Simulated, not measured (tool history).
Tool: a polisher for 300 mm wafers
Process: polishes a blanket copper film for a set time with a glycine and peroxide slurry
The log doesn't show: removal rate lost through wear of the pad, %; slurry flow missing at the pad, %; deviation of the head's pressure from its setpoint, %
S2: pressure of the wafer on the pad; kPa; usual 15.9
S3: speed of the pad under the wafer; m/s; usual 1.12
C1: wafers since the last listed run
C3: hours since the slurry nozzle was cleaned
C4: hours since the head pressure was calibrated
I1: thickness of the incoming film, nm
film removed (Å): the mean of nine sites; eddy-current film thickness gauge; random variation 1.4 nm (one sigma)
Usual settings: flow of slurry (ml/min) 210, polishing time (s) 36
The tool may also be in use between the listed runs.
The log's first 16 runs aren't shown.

Run 17, hour 973.3: usual settings but S3 1.32 m/s; C1 428; wafers polished on this pad 2113; C3 261.1; C4 366.9; I1 1085.1. Result: film removed (Å) 2215.
Run 18, hour 1043.0: usual settings; C1 602; wafers polished on this pad 2715; C3 330.8; C4 436.6; I1 1127.6. Result: film removed (Å) 1917.
Run 19, hour 1098.4: usual settings; C1 478; wafers polished on this pad 3194; C3 386.2; C4 492.0; I1 1099.3. Result: film removed (Å) 1928.
At hour 1147.1: slurry nozzle cleaned.
At hour 1152.1: worn pad replaced by a new one.
Run 20, hour 1161.1: usual settings; C1 498; wafers polished on this pad 77; C3 14.0; C4 554.7; I1 1088.7. Result: film removed (Å) 1932.
Run 21, hour 1230.1: usual settings but flow of slurry (ml/min) 175, S2 20.7 kPa, S3 0.88 m/s, polishing time (s) 41; C1 596; wafers polished on this pad 674; C3 83.0; C4 623.7; I1 1115.8. Result: film removed (Å) 2168.
Run 22, hour 1288.0: usual settings but polishing time (s) 28; C1 500; wafers polished on this pad 1174; C3 140.9; C4 681.6; I1 1104.5. Result: film removed (Å) 1518.
Run 23, hour 1320.1: usual settings but polishing time (s) 27; C1 277; wafers polished on this pad 1451; C3 173.0; C4 713.7; I1 1098.0. Result: film removed (Å) 1453.
Run 24, hour 1372.0: usual settings but S3 1.30 m/s; C1 448; wafers polished on this pad 1900; C3 224.9; C4 765.6; I1 1102.6. Result: film removed (Å) 2199.
Run 25, hour 1438.6: usual settings but S2 10.3 kPa; C1 575; wafers polished on this pad 2475; C3 291.5; C4 832.2; I1 1122.8. Result: film removed (Å) 1425.
At hour 1445.3: head pressure recalibrated.
Run 26, hour 1468.3: usual settings but S2 17.2 kPa, polishing time (s) 44; C1 239; wafers polished on this pad 2714; C3 321.2; C4 23.0; I1 1106.1. Result: film removed (Å) 2540.
Run 27, hour 1513.3: usual settings but flow of slurry (ml/min) 170, S2 13.8 kPa, S3 1.46 m/s; C1 388; wafers polished on this pad 3103; C3 366.2; C4 68.0; I1 1108.3. Result: film removed (Å) 2094.
At hour 1560.4: worn pad replaced by a new one.
Run 28, hour 1578.5: usual settings but S2 12.4 kPa, S3 1.00 m/s; C1 528; wafers polished on this pad 156; C3 431.4; C4 133.2; I1 1123.8. Result: film removed (Å) 1494.
At hour 1586.7: slurry nozzle cleaned.
Run 29, hour 1649.8: usual settings; C1 607; wafers polished on this pad 763; C3 63.1; C4 204.5; I1 1098.2. Result: film removed (Å) 1939.
Run 30, hour 1717.3: usual settings but polishing time (s) 30; C1 583; wafers polished on this pad 1347; C3 130.6; C4 272.0; I1 1101.0. Result: film removed (Å) 1593.
Run 31, hour 1768.0: usual settings but flow of slurry (ml/min) 190, S2 13.8 kPa; C1 438; wafers polished on this pad 1785; C3 181.3; C4 322.7; I1 1129.7. Result: film removed (Å) 1709.
Run 32, hour 1795.6: usual settings; C1 238; wafers polished on this pad 2023; C3 208.9; C4 350.3; I1 1098.7. Result: film removed (Å) 1933.
Run 33, hour 1859.5: usual settings; C1 552; wafers polished on this pad 2575; C3 272.8; C4 414.2; I1 1116.0. Result: film removed (Å) 1972.

Forecast run 34:
Run 34, hour 1926.3: usual settings but flow of slurry (ml/min) 230, S3 0.84 m/s, polishing time (s) 30; C1 577; wafers polished on this pad 3152; C3 339.6; C4 481.0; I1 1117.0. Result: film removed (Å) ?.

Run 34 gave film removed (Å) 1305.
Without the tool's hidden state the same run would have given film removed (Å) 1305.
